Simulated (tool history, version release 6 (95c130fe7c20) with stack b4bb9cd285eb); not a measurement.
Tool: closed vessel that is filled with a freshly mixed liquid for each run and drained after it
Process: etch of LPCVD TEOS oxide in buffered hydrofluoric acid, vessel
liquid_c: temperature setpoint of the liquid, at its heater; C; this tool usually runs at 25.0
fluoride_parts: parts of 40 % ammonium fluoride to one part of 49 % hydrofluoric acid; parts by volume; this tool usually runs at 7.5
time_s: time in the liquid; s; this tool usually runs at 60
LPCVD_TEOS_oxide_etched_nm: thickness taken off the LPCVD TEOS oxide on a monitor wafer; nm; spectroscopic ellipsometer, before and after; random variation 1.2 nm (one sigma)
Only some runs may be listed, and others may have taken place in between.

run	hour	liquid_c	fluoride_parts	time_s	wafers since the last listed run	hours since the thermometer was replaced	hours since the hydrofluoric acid flow meter was replaced	hours since the gauge calibration	read-back film thickness of the LPCVD TEOS oxide reference wafer, read on the same gauge (nm)	LPCVD_TEOS_oxide_etched_nm
1	0.0	25.0	7.5	60	0	1282.3	1515.6	57.3	110.04	458.69
2	16.3	25.0	7.5	60	1243	1298.6	1531.9	73.6	110.02	454.75
3	29.9	25.0	7.5	60	1037	1312.2	1545.5	87.2	110.02	456.83
4	45.6	25.0	7.5	60	1197	1327.9	1561.2	102.9	110.01	456.30
5	52.6	25.0	7.5	60	533	1334.9	1568.2	109.9	110.04	453.10
6	65.2	25.0	7.5	50	960	1347.5	1580.8	122.5	109.99	380.11
# hour 70.1: gauge calibrated
7	72.7	25.0	7.5	50	571	1355.0	1588.3	2.6	110.00	378.10
8	89.6	28.0	7.5	30	1288	1371.9	1605.2	19.5	109.97	266.58
9	101.7	25.0	9.0	75	922	1384.0	1617.3	31.6	110.02	471.19
10	109.8	29.0	9.5	80	617	1392.1	1625.4	39.7	109.99	586.30
# hour 115.9: hydrofluoric acid flow meter replaced
11	120.5	22.5	7.5	95	739	1402.8	4.6	50.4	109.99	553.08
# hour 133.2: thermometer replaced
12	136.5	23.0	9.5	60	1143	3.3	20.6	66.4	110.02	327.78
13	144.3	27.0	6.0	30	594	11.1	28.4	74.2	110.00	314.19
14	159.0	23.0	9.5	60	1121	25.8	43.1	88.9	110.01	324.66
15	170.4	25.0	7.5	60	869	37.2	54.5	100.3	110.02	456.97

Here are 5 independent what-if runs from the current tool condition. What would each one return?
A	171.1	25.0	7.5	60	53	37.9	55.2	101.0	?	?
B	171.1	25.0	7.5	75	53	37.9	55.2	101.0	?	?
C	171.1	22.0	7.5	60	53	37.9	55.2	101.0	?	?
D	171.1	25.0	7.5	90	53	37.9	55.2	101.0	?	?
E	171.1	29.5	6.0	35	53	37.9	55.2	101.0	?	?

run	read-back film thickness of the LPCVD TEOS oxide reference wafer, read on the same gauge (nm)	LPCVD_TEOS_oxide_etched_nm
A	109.96	457.68
B	109.96	572.10
C	109.96	388.14
D	109.96	686.52
E	109.96	417.81
Without the tool's hidden state the same runs would have given:
run	LPCVD_TEOS_oxide_etched_nm
A	475.76
B	594.70
C	403.83
D	713.64
E	434.22
